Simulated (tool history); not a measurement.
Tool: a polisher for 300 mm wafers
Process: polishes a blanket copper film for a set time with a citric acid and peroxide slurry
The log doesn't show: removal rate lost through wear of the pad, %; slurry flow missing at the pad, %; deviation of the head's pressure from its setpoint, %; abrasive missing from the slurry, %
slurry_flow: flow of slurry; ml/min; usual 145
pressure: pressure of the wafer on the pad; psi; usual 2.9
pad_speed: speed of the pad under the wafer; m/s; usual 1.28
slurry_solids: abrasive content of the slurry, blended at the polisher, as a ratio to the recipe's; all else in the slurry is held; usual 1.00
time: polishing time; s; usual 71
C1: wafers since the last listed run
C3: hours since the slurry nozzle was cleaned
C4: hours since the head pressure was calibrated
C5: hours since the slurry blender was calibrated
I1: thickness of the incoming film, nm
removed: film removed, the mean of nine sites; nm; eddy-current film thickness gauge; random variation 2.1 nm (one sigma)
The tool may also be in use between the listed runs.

{"run": 1, "hour": 0.0, "slurry_flow": 145, "pressure": 2.9, "pad_speed": 1.28, "slurry_solids": 1.0, "time": 71, "C1": 0, "wafers polished on this pad": 140, "C3": 693.1, "C4": 609.0, "C5": 219.3, "I1": 554.9, "removed": 149.3}
{"run": 2, "hour": 17.4, "slurry_flow": 145, "pressure": 2.9, "pad_speed": 1.28, "slurry_solids": 1.0, "time": 71, "C1": 96, "wafers polished on this pad": 236, "C3": 710.5, "C4": 626.4, "C5": 236.7, "I1": 553.3, "removed": 150.4}
{"run": 3, "hour": 27.9, "slurry_flow": 145, "pressure": 2.9, "pad_speed": 1.28, "slurry_solids": 1.0, "time": 71, "C1": 58, "wafers polished on this pad": 294, "C3": 721.0, "C4": 636.9, "C5": 247.2, "I1": 547.2, "removed": 146.2}
{"run": 4, "hour": 44.3, "slurry_flow": 145, "pressure": 2.9, "pad_speed": 1.28, "slurry_solids": 1.0, "time": 71, "C1": 90, "wafers polished on this pad": 385, "C3": 737.4, "C4": 653.3, "C5": 263.6, "I1": 548.0, "removed": 146.3}
{"run": 5, "hour": 56.1, "slurry_flow": 145, "pressure": 2.9, "pad_speed": 1.06, "slurry_solids": 1.0, "time": 71, "C1": 65, "wafers polished on this pad": 450, "C3": 749.2, "C4": 665.1, "C5": 275.4, "I1": 549.6, "removed": 119.5}
{"run": 6, "hour": 63.8, "slurry_flow": 145, "pressure": 2.9, "pad_speed": 1.28, "slurry_solids": 1.0, "time": 71, "C1": 42, "wafers polished on this pad": 493, "C3": 756.9, "C4": 672.8, "C5": 283.1, "I1": 550.2, "removed": 142.5}
{"run": 7, "hour": 81.8, "slurry_flow": 170, "pressure": 2.9, "pad_speed": 1.28, "slurry_solids": 0.8, "time": 71, "C1": 99, "wafers polished on this pad": 592, "C3": 774.9, "C4": 690.8, "C5": 301.1, "I1": 553.9, "removed": 135.0}
{"run": 8, "hour": 88.8, "slurry_flow": 170, "pressure": 2.9, "pad_speed": 1.28, "slurry_solids": 0.8, "time": 71, "C1": 38, "wafers polished on this pad": 631, "C3": 781.9, "C4": 697.8, "C5": 308.1, "I1": 561.0, "removed": 136.1}
{"run": 9, "hour": 103.1, "slurry_flow": 145, "pressure": 2.9, "pad_speed": 1.28, "slurry_solids": 1.0, "time": 88, "C1": 79, "wafers polished on this pad": 710, "C3": 796.2, "C4": 712.1, "C5": 322.4, "I1": 549.2, "removed": 173.9}
{"run": 10, "hour": 119.5, "slurry_flow": 145, "pressure": 2.9, "pad_speed": 1.28, "slurry_solids": 1.0, "time": 88, "C1": 90, "wafers polished on this pad": 801, "C3": 812.6, "C4": 728.5, "C5": 338.8, "I1": 552.7, "removed": 171.7}
{"run": 11, "hour": 128.9, "slurry_flow": 145, "pressure": 2.9, "pad_speed": 1.44, "slurry_solids": 1.0, "time": 71, "C1": 52, "wafers polished on this pad": 853, "C3": 822.0, "C4": 737.9, "C5": 348.2, "I1": 557.7, "removed": 144.9}
{"hour": 131.7, "done": "head pressure recalibrated"}
{"hour": 136.4, "done": "slurry blender recalibrated"}
{"run": 12, "hour": 138.5, "slurry_flow": 145, "pressure": 3.8, "pad_speed": 1.28, "slurry_solids": 1.0, "time": 93, "C1": 30, "wafers polished on this pad": 884, "C3": 831.6, "C4": 6.8, "C5": 2.1, "I1": 540.9, "removed": 249.7}
{"run": 13, "hour": 150.9, "slurry_flow": 145, "pressure": 2.9, "pad_speed": 1.28, "slurry_solids": 1.0, "time": 88, "C1": 68, "wafers polished on this pad": 953, "C3": 844.0, "C4": 19.2, "C5": 14.5, "I1": 550.8, "removed": 178.7}
{"run": 14, "hour": 160.7, "slurry_flow": 125, "pressure": 2.9, "pad_speed": 0.92, "slurry_solids": 1.15, "time": 71, "C1": 54, "wafers polished on this pad": 1007, "C3": 853.8, "C4": 29.0, "C5": 24.3, "I1": 555.9, "removed": 103.6}
{"run": 15, "hour": 169.8, "slurry_flow": 145, "pressure": 3.4, "pad_speed": 1.7, "slurry_solids": 0.75, "time": 71, "C1": 50, "wafers polished on this pad": 1057, "C3": 862.9, "C4": 38.1, "C5": 33.4, "I1": 556.5, "removed": 199.7}
{"hour": 178.2, "done": "worn pad replaced by a new one"}
{"run": 16, "hour": 180.6, "slurry_flow": 160, "pressure": 2.9, "pad_speed": 1.06, "slurry_solids": 1.1, "time": 59, "C1": 37, "wafers polished on this pad": 13, "C3": 873.7, "C4": 48.9, "C5": 44.2, "I1": 555.9, "removed": 113.6}
{"run": 17, "hour": 198.5, "slurry_flow": 160, "pressure": 2.9, "pad_speed": 1.06, "slurry_solids": 1.1, "time": 59, "C1": 99, "wafers polished on this pad": 112, "C3": 891.6, "C4": 66.8, "C5": 62.1, "I1": 553.4, "removed": 113.5}
{"run": 18, "hour": 208.0, "slurry_flow": 145, "pressure": 3.6, "pad_speed": 1.28, "slurry_solids": 1.0, "time": 71, "C1": 52, "wafers polished on this pad": 165, "C3": 901.1, "C4": 76.3, "C5": 71.6, "I1": 550.4, "removed": 190.4}
{"run": 19, "hour": 224.2, "slurry_flow": 145, "pressure": 1.9, "pad_speed": 1.28, "slurry_solids": 1.1, "time": 83, "C1": 89, "wafers polished on this pad": 254, "C3": 917.3, "C4": 92.5, "C5": 87.8, "I1": 548.8, "removed": 123.8}
{"hour": 226.6, "done": "slurry nozzle cleaned"}
{"run": 20, "hour": 238.4, "slurry_flow": 145, "pressure": 2.9, "pad_speed": 1.28, "slurry_solids": 0.9, "time": 71, "C1": 73, "wafers polished on this pad": 327, "C3": 11.8, "C4": 106.7, "C5": 102.0, "I1": 539.7, "removed": 150.4}
{"run": 21, "hour": 286.2, "slurry_flow": 145, "pressure": 2.1, "pad_speed": 1.28, "slurry_solids": 1.2, "time": 56, "C1": 264, "wafers polished on this pad": 592, "C3": 59.6, "C4": 154.5, "C5": 149.8, "I1": 546.0, "removed": 90.1}
{"run": 22, "hour": 295.2, "slurry_flow": 145, "pressure": 2.9, "pad_speed": 1.28, "slurry_solids": 1.0, "time": 71, "C1": 49, "wafers polished on this pad": 642, "C3": 68.6, "C4": 163.5, "C5": 158.8, "I1": 551.1, "removed": 145.4}

3 ways to go on from here, each from the tool as it stands after run 22. What would each give?
{"run": "A", "hour": 295.6, "slurry_flow": 145, "pressure": 2.9, "pad_speed": 1.28, "slurry_solids": 1.0, "time": 71, "C1": 2, "wafers polished on this pad": 644, "C3": 69.0, "C4": 163.9, "C5": 159.2, "I1": 546.1, "removed": "?"}
{"run": "B", "hour": 295.6, "slurry_flow": 120, "pressure": 3.3, "pad_speed": 1.28, "slurry_solids": 1.0, "time": 71, "C1": 2, "wafers polished on this pad": 644, "C3": 69.0, "C4": 163.9, "C5": 159.2, "I1": 546.1, "removed": "?"}
{"run": "C", "hour": 295.6, "slurry_flow": 115, "pressure": 2.9, "pad_speed": 1.28, "slurry_solids": 1.0, "time": 88, "C1": 2, "wafers polished on this pad": 644, "C3": 69.0, "C4": 163.9, "C5": 159.2, "I1": 546.1, "removed": "?"}

run=A removed=145.8
run=B removed=158.7
run=C removed=171.5
Without the tool's hidden state the same runs would have given:
run=A removed=159.7
run=B removed=173.9
run=C removed=187.9
